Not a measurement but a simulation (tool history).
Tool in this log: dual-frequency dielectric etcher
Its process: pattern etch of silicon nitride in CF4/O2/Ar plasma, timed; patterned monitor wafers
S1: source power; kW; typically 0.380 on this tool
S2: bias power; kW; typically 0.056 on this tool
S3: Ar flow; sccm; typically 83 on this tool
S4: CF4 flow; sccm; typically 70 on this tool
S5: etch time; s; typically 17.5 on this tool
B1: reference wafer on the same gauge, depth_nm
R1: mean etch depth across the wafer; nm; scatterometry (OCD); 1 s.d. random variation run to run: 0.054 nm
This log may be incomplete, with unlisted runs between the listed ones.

| run | hour | S1 | S2 | S3 | S4 | S5 | B1 | R1 |
|---|---|---|---|---|---|---|---|---|
| 1 | 0.0 | 0.380 | 0.056 | 89 | 70 | 17.5 | 26.71 | 26.76 |
| 2 | 42.5 | 0.380 | 0.070 | 83 | 75 | 20.5 | 26.70 | 34.89 |
| 3 | 136.0 | 0.380 | 0.065 | 83 | 85 | 14.5 | 26.70 | 24.26 |
| 4 | 201.9 | 0.430 | 0.043 | 70 | 70 | 17.5 | 26.70 | 28.80 |
| 5 | 268.3 | 0.380 | 0.063 | 96 | 70 | 17.5 | 26.70 | 27.74 |
| 6 | 337.3 | 0.380 | 0.065 | 99 | 70 | 17.5 | 26.69 | 28.02 |
|  | 425.9 | wet clean of the chamber |
| 7 | 604.7 | 0.380 | 0.066 | 75 | 70 | 12.5 | 26.71 | 21.00 |
|  | 615.1 | gauge calibrated |
| 8 | 667.0 | 0.380 | 0.056 | 83 | 70 | 17.5 | 26.71 | 27.05 |
| 9 | 708.4 | 0.380 | 0.056 | 83 | 70 | 17.5 | 26.69 | 27.21 |
|  | 768.2 | bias power generator calibrated |
| 10 | 768.7 | 0.380 | 0.063 | 75 | 76 | 17.5 | 26.70 | 29.06 |
| 11 | 816.8 | 0.380 | 0.056 | 77 | 53 | 17.5 | 26.70 | 26.70 |

Predict the results of run 12:
|  | 894.6 | Ar flow controller replaced |
| 12 | 901.0 | 0.450 | 0.056 | 83 | 80 | 22.0 | ? | ? |

B1: 26.70
R1: 41.04 nm
With no hidden state in the tool, this same run would have given R1 41.04 nm.
